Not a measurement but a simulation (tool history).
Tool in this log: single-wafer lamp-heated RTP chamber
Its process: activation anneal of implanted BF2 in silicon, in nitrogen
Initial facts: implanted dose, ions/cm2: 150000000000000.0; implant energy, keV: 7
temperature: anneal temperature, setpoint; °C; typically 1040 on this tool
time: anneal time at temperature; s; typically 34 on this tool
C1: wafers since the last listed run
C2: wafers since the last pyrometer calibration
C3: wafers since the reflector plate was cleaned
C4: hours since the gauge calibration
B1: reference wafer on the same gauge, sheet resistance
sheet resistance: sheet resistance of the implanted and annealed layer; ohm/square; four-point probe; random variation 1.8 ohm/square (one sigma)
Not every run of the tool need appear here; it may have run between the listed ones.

Run 1, day 0: usual settings; C1 0; C2 681; C3 14549; C4 88.6; B1 715.17. Result: sheet resistance 723.72 ohm/square.
Run 2, day 0.596: usual settings; C1 110; C2 791; C3 14659; C4 102.9; B1 714.47. Result: sheet resistance 722.96 ohm/square.
Run 3, day 1.133: usual settings but time 24 s; C1 99; C2 891; C3 14759; C4 115.8; B1 715.08. Result: sheet resistance 737.33 ohm/square.
Run 4, day 2.175: usual settings but temperature 1058 °C; C1 192; C2 1084; C3 14952; C4 140.8; B1 714.86. Result: sheet resistance 707.31 ohm/square.
Run 5, day 2.871: usual settings but temperature 1058 °C; C1 128; C2 1212; C3 15080; C4 157.5; B1 714.99. Result: sheet resistance 711.04 ohm/square.
Run 6, day 3.183: usual settings but temperature 1058 °C; C1 57; C2 1270; C3 15138; C4 165; B1 714.91. Result: sheet resistance 710.01 ohm/square.
Run 7, day 3.817: usual settings; C1 117; C2 1387; C3 15256; C4 180.2; B1 714.82. Result: sheet resistance 721.33 ohm/square.
Run 8, day 4.158: usual settings; C1 63; C2 1451; C3 15319; C4 188.4; B1 715.26. Result: sheet resistance 721.35 ohm/square.
Run 9, day 4.517: usual settings but time 19 s; C1 66; C2 1517; C3 15385; C4 197; B1 715.19. Result: sheet resistance 745.91 ohm/square.
At day 4.525: gauge calibrated.
Run 10, day 5: usual settings but time 19 s; C1 89; C2 1606; C3 15474; C4 11.4; B1 714.61. Result: sheet resistance 743.53 ohm/square.
Run 11, day 5.625: usual settings; C1 115; C2 1722; C3 15590; C4 26.4; B1 714.72. Result: sheet resistance 719.91 ohm/square.
Run 12, day 5.938: usual settings but time 39 s; C1 57; C2 1780; C3 15648; C4 33.9; B1 715.31. Result: sheet resistance 718.18 ohm/square.
Run 13, day 6.625: usual settings; C1 127; C2 1907; C3 15775; C4 50.4; B1 714.3. Result: sheet resistance 721.3 ohm/square.
Run 14, day 7.175: usual settings; C1 101; C2 2009; C3 15877; C4 63.6; B1 714.56. Result: sheet resistance 725.25 ohm/square.
Run 15, day 7.921: usual settings but temperature 1062 °C, time 45 s; C1 138; C2 2147; C3 16015; C4 81.5; B1 714.41. Result: sheet resistance 688.23 ohm/square.
At day 8.412: reflector plate cleaned.
Run 16, day 8.433: usual settings but time 28 s; C1 33; C2 2180; C3 3; C4 93.8; B1 715.08. Result: sheet resistance 728.94 ohm/square.
Run 17, day 8.938: usual settings; C1 93; C2 2273; C3 97; C4 105.9; B1 714.74. Result: sheet resistance 723.63 ohm/square.
Run 18, day 9.558: usual settings but temperature 1013 °C; C1 114; C2 2388; C3 211; C4 120.8; B1 715. Result: sheet resistance 743.59 ohm/square.
Run 19, day 9.938: usual settings but temperature 1015 °C, time 48 s; C1 70; C2 2458; C3 282; C4 129.9; B1 714.45. Result: sheet resistance 725.21 ohm/square.
At day 10.458: pyrometer window cleaned and pyrometer calibrated.
Run 20, day 10.612: usual settings but temperature 1048 °C, time 48 s; C1 63; C2 28; C3 345; C4 146.1; B1 714.59. Result: sheet resistance 708.2 ohm/square.
Run 21, day 11.342: usual settings but temperature 1011 °C, time 43 s; C1 134; C2 163; C3 480; C4 163.6; B1 714.97. Result: sheet resistance 743.77 ohm/square.
Run 22, day 11.938: usual settings; C1 110; C2 273; C3 590; C4 177.9; B1 714.75. Result: sheet resistance 728.67 ohm/square.
Run 23, day 12.667: usual settings but temperature 1015 °C; C1 134; C2 408; C3 725; C4 195.4; B1 715. Result: sheet resistance 745.34 ohm/square.
Run 24, day 13: usual settings but temperature 1016 °C, time 50 s; C1 61; C2 470; C3 787; C4 203.4; B1 714.98. Result: sheet resistance 731.77 ohm/square.
At day 13.208: gauge calibrated.
Run 25, day 13.579: usual settings but time 19 s; C1 107; C2 577; C3 894; C4 8.9; B1 715.08. Result: sheet resistance 746.51 ohm/square.
Run 26, day 14.271: usual settings but temperature 1065 °C, time 26 s; C1 127; C2 705; C3 1022; C4 25.5; B1 715.17. Result: sheet resistance 713.82 ohm/square.

Some steps in sheet resistance, run to run, broken into two amounts with sign: the step expected even without the hidden condition (settings, incoming material, random variation), and the rest, left for the hidden condition together with whatever gauge scatter is not in both the measured and the hidden-condition-free result:
Hidden conditions of the tool in this case: true wafer temperature minus pyrometer reading, K; wafer temperature error from the tarnished reflector plate, K; gauge reads high (%).
Run 14 -> 15: temperature 1040 -> 1062, time 34 -> 45. sheet resistance -37.02 ohm/square: hidden state -0.8, all else -36.22.
Run 15 -> 16: temperature 1062 -> 1040, time 45 -> 28, reflector plate cleaned. sheet resistance +40.71 ohm/square: hidden state +1.01, all else +39.7.
Run 19 -> 20: temperature 1015 -> 1048, pyrometer window cleaned and pyrometer calibrated. sheet resistance -17.01 ohm/square: hidden state +8.52, all else -25.53.
Run 25 -> 26: temperature 1040 -> 1065, time 19 -> 26. sheet resistance -32.69 ohm/square: hidden state -1.89, all else -30.8.
